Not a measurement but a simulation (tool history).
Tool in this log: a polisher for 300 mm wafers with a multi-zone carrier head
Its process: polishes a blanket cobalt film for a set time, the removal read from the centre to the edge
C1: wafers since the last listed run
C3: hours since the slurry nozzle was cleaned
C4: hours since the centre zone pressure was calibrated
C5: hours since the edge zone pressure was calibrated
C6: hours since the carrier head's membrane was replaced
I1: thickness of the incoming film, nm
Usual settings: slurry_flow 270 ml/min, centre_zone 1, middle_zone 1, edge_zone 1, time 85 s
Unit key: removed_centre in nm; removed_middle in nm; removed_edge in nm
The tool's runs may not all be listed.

run 1 hour=0 | slurry_flow=270 centre_zone=1 middle_zone=1 edge_zone=1 time=85 | C1=0 wafers_polished_on_this_pad=1971 C3=171.8 C4=857.8 C5=753.9 C6=47.1 | I1=1265.1 | removed_centre=398.6 removed_middle=415.5 removed_edge=401.2
run 2 hour=29.3 | slurry_flow=270 centre_zone=1 middle_zone=1 edge_zone=1 time=85 | C1=229 wafers_polished_on_this_pad=2200 C3=201.1 C4=887.1 C5=783.2 C6=76.4 | I1=1268.4 | removed_centre=390.9 removed_middle=407.2 removed_edge=397
-- hour=65.8 worn pad replaced by a new one
run 3 hour=84.1 | slurry_flow=270 centre_zone=1 middle_zone=1 edge_zone=1 time=85 | C1=397 wafers_polished_on_this_pad=143 C3=255.9 C4=941.9 C5=838 C6=131.2 | I1=1240 | removed_centre=416.5 removed_middle=438.2 removed_edge=437.7
run 4 hour=109.3 | slurry_flow=270 centre_zone=1 middle_zone=1 edge_zone=1 time=85 | C1=197 wafers_polished_on_this_pad=340 C3=281.1 C4=967.1 C5=863.2 C6=156.4 | I1=1248.8 | removed_centre=419.3 removed_middle=433.7 removed_edge=427.2
run 5 hour=134.6 | slurry_flow=270 centre_zone=1 middle_zone=1 edge_zone=1 time=85 | C1=198 wafers_polished_on_this_pad=538 C3=306.4 C4=992.4 C5=888.5 C6=181.7 | I1=1248.8 | removed_centre=409.4 removed_middle=430.2 removed_edge=429.7
run 6 hour=232.3 | slurry_flow=270 centre_zone=1 middle_zone=1 edge_zone=1 time=85 | C1=764 wafers_polished_on_this_pad=1303 C3=404.1 C4=1090.1 C5=986.2 C6=279.4 | I1=1236 | removed_centre=406.1 removed_middle=426.8 removed_edge=419.3
-- hour=280.6 slurry nozzle cleaned
run 7 hour=300.4 | slurry_flow=270 centre_zone=1 middle_zone=1 edge_zone=1 time=85 | C1=525 wafers_polished_on_this_pad=1828 C3=19.8 C4=1158.2 C5=1054.3 C6=347.5 | I1=1252.6 | removed_centre=399.1 removed_middle=412.1 removed_edge=414.7
run 8 hour=344.8 | slurry_flow=200 centre_zone=1 middle_zone=1 edge_zone=1 time=85 | C1=347 wafers_polished_on_this_pad=2176 C3=64.2 C4=1202.6 C5=1098.7 C6=391.9 | I1=1255.9 | removed_centre=376.6 removed_middle=397 removed_edge=390.4
-- hour=372.7 edge zone pressure recalibrated
-- hour=404.6 centre zone pressure recalibrated
run 9 hour=406.6 | slurry_flow=270 centre_zone=1.04 middle_zone=1 edge_zone=1.04 time=76 | C1=452 wafers_polished_on_this_pad=2628 C3=126 C4=2 C5=33.9 C6=453.7 | I1=1277 | removed_centre=359.8 removed_middle=361.1 removed_edge=361.5
-- hour=416.2 worn pad replaced by a new one
run 10 hour=445.7 | slurry_flow=270 centre_zone=1 middle_zone=1 edge_zone=1 time=85 | C1=274 wafers_polished_on_this_pad=230 C3=165.1 C4=41.1 C5=73 C6=492.8 | I1=1259.8 | removed_centre=421.8 removed_middle=435.8 removed_edge=440.3
run 11 hour=622.4 | slurry_flow=270 centre_zone=0.93 middle_zone=1 edge_zone=1 time=85 | C1=1383 wafers_polished_on_this_pad=1614 C3=341.8 C4=217.8 C5=249.7 C6=669.5 | I1=1246.9 | removed_centre=369.9 removed_middle=418.2 removed_edge=424.5
run 12 hour=660.7 | slurry_flow=270 centre_zone=0.88 middle_zone=1 edge_zone=1 time=113 | C1=299 wafers_polished_on_this_pad=1913 C3=380.1 C4=256.1 C5=288 C6=707.8 | I1=1227.2 | removed_centre=467.3 removed_middle=542.5 removed_edge=540
-- hour=687.2 carrier head's membrane replaced by a new one
run 13 hour=732.4 | slurry_flow=270 centre_zone=1.1 middle_zone=0.92 edge_zone=1 time=85 | C1=522 wafers_polished_on_this_pad=2436 C3=451.8 C4=327.8 C5=359.7 C6=45.2 | I1=1234.3 | removed_centre=431.4 removed_middle=375.4 removed_edge=400
-- hour=753.4 slurry nozzle cleaned
-- hour=774.2 worn pad replaced by a new one
run 14 hour=920.2 | slurry_flow=330 centre_zone=1.08 middle_zone=1.06 edge_zone=1 time=75 | C1=1431 wafers_polished_on_this_pad=1143 C3=166.8 C4=515.6 C5=547.5 C6=233 | I1=1260.8 | removed_centre=398.4 removed_middle=395.4 removed_edge=382
run 15 hour=956.7 | slurry_flow=270 centre_zone=1 middle_zone=1 edge_zone=1 time=85 | C1=285 wafers_polished_on_this_pad=1429 C3=203.3 C4=552.1 C5=584 C6=269.5 | I1=1258.3 | removed_centre=401.4 removed_middle=429.5 removed_edge=414.2
-- hour=1068.5 worn pad replaced by a new one
run 16 hour=1168.7 | slurry_flow=270 centre_zone=0.91 middle_zone=0.95 edge_zone=1.04 time=60 | C1=1628 wafers_polished_on_this_pad=784 C3=415.3 C4=764.1 C5=796 C6=481.5 | I1=1220.4 | removed_centre=261.2 removed_middle=287.2 removed_edge=297.5
-- hour=1180.5 slurry nozzle cleaned
run 17 hour=1197 | slurry_flow=270 centre_zone=0.94 middle_zone=0.94 edge_zone=1 time=57 | C1=213 wafers_polished_on_this_pad=998 C3=16.5 C4=792.4 C5=824.3 C6=509.8 | I1=1251.2 | removed_centre=255.7 removed_middle=269.9 removed_edge=280.9
run 18 hour=1229.9 | slurry_flow=300 centre_zone=1 middle_zone=0.93 edge_zone=1 time=85 | C1=257 wafers_polished_on_this_pad=1255 C3=49.4 C4=825.3 C5=857.2 C6=542.7 | I1=1233.4 | removed_centre=414.8 removed_middle=390.9 removed_edge=431.5
run 19 hour=1256.4 | slurry_flow=270 centre_zone=0.9 middle_zone=1 edge_zone=1 time=85 | C1=207 wafers_polished_on_this_pad=1463 C3=75.9 C4=851.8 C5=883.7 C6=569.2 | I1=1242 | removed_centre=356.9 removed_middle=417.5 removed_edge=411.1
-- hour=1320.8 carrier head's membrane replaced by a new one
run 20 hour=1321.3 | slurry_flow=270 centre_zone=1 middle_zone=1 edge_zone=1 time=85 | C1=468 wafers_polished_on_this_pad=1932 C3=140.8 C4=916.7 C5=948.6 C6=0.5 | I1=1247.9 | removed_centre=392 removed_middle=410.2 removed_edge=407.9
-- hour=1351.2 worn pad replaced by a new one
run 21 hour=1370.9 | slurry_flow=175 centre_zone=1 middle_zone=1.11 edge_zone=1.1 time=85 | C1=357 wafers_polished_on_this_pad=154 C3=190.4 C4=966.3 C5=998.2 C6=50.1 | I1=1257.6 | removed_centre=397.4 removed_middle=447.5 removed_edge=430.3
-- hour=1412.1 centre zone pressure recalibrated
run 22 hour=1430.9 | slurry_flow=270 centre_zone=1.06 middle_zone=1 edge_zone=0.91 time=85 | C1=454 wafers_polished_on_this_pad=608 C3=250.4 C4=18.8 C5=1058.2 C6=110.1 | I1=1248.2 | removed_centre=444.3 removed_middle=427.5 removed_edge=413.7

What if the next run were any one of these 4? Each begins from the tool's condition after run 22:
run A hour=1431.4 | slurry_flow=335 centre_zone=1 middle_zone=1 edge_zone=1 time=85 | C1=3 wafers_polished_on_this_pad=612 C3=250.9 C4=19.3 C5=1058.7 C6=110.6 | I1=1269.9 | removed_centre=? removed_middle=? removed_edge=?
run B hour=1431.4 | slurry_flow=270 centre_zone=1 middle_zone=1.03 edge_zone=1 time=85 | C1=3 wafers_polished_on_this_pad=612 C3=250.9 C4=19.3 C5=1058.7 C6=110.6 | I1=1269.9 | removed_centre=? removed_middle=? removed_edge=?
run C hour=1431.4 | slurry_flow=270 centre_zone=1.09 middle_zone=1 edge_zone=1 time=113 | C1=3 wafers_polished_on_this_pad=612 C3=250.9 C4=19.3 C5=1058.7 C6=110.6 | I1=1269.9 | removed_centre=? removed_middle=? removed_edge=?
run D hour=1431.4 | slurry_flow=270 centre_zone=0.96 middle_zone=1 edge_zone=1 time=85 | C1=3 wafers_polished_on_this_pad=612 C3=250.9 C4=19.3 C5=1058.7 C6=110.6 | I1=1269.9 | removed_centre=? removed_middle=? removed_edge=?

run=A removed_centre=421.1 removed_middle=435.7 removed_edge=426.5
run=B removed_centre=411.6 removed_middle=437.5 removed_edge=419.6
run=C removed_centre=596.7 removed_middle=567 removed_edge=558.1
run=D removed_centre=394.9 removed_middle=426.8 removed_edge=419.8
Had the tool no hidden state, the same runs would have come out as:
run=A removed_centre=432.1 removed_middle=447.1 removed_edge=437.7
run=B removed_centre=422.4 removed_middle=449 removed_edge=430.6
run=C removed_centre=612.3 removed_middle=581.9 removed_edge=572.7
run=D removed_centre=405.3 removed_middle=438 removed_edge=430.8

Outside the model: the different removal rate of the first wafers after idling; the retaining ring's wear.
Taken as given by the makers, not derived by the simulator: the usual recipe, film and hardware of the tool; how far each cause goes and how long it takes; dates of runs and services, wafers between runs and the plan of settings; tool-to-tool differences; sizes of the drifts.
